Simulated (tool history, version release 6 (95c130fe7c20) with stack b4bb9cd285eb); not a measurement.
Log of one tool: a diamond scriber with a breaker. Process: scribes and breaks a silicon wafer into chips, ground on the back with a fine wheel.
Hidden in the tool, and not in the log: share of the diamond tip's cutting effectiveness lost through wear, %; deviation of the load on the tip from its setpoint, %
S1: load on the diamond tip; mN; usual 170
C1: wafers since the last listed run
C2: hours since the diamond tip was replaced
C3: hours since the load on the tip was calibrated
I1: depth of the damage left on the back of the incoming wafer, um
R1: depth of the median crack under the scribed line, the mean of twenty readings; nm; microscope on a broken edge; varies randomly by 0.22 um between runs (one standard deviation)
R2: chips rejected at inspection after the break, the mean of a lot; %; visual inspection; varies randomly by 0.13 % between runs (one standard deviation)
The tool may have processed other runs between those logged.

run	day	S1	C1	C2	C3	I1	R1	R2
1	0	170	0	51.9	961.1	2.71	13380	1.84
2	0.65	170	24	67.5	976.7	1.55	13700	1.32
3	1.933	170	48	98.3	1007.5	2.49	13530	1.81
4	3.096	135	43	126.2	1035.4	2.13	10660	8.59
5	4.029	170	35	148.6	1057.8	1.95	13490	1.57
6	4.942	170	34	170.5	1079.7	2.95	13540	2.13
7	6.317	170	51	203.5	1112.7	2.96	13690	2.41
8	7.679	157	51	236.2	1145.4	1.72	12720	2.2
# day 8.992: load on the tip recalibrated
9	9.175	140	53	272.1	4.4	1.8	11290	6.11
10	10.25	170	40	297.9	30.2	2.11	13550	1.43
11	11.146	138	33	319.4	51.7	1.58	10860	7.3
12	12.517	170	51	352.3	84.6	2.52	13440	1.87
13	13.979	152	55	387.4	119.7	1.73	11920	2.82
14	15.425	170	54	422.1	154.4	2.92	13700	2.05
15	16.121	205	26	438.8	171.1	2.02	15760	5.26
16	16.917	170	30	457.9	190.2	1.93	13180	1.42
17	17.792	132	33	478.9	211.2	1.75	10430	9.96
18	19.104	216	49	510.4	242.7	2.93	17260	7.76
# day 20.592: diamond tip replaced by a new one
19	20.612	211	53	0.5	278.9	2.28	16580	6.63
20	21.354	170	28	18.3	296.7	2.22	13640	1.62
21	22.042	170	25	34.8	313.2	2.17	13670	1.52
22	22.571	124	20	47.5	325.9	2.56	9450	17.21
23	23.712	170	43	74.9	353.3	2.75	13360	2.13
24	25.208	129	56	110.8	389.2	2.48	9990	13.21
25	26.483	212	48	141.4	419.8	1.68	16690	6.26

For each entry between runs, how does the tool's hidden state at the last listed run before it compare with that at the first listed run after it?
Between runs 8 and 9: load on the tip recalibrated (day 8.992)
  nothing in the hidden state changes from one run to the other
Between runs 18 and 19: diamond tip replaced by a new one (day 20.592)
  nothing in the hidden state changes from one run to the other
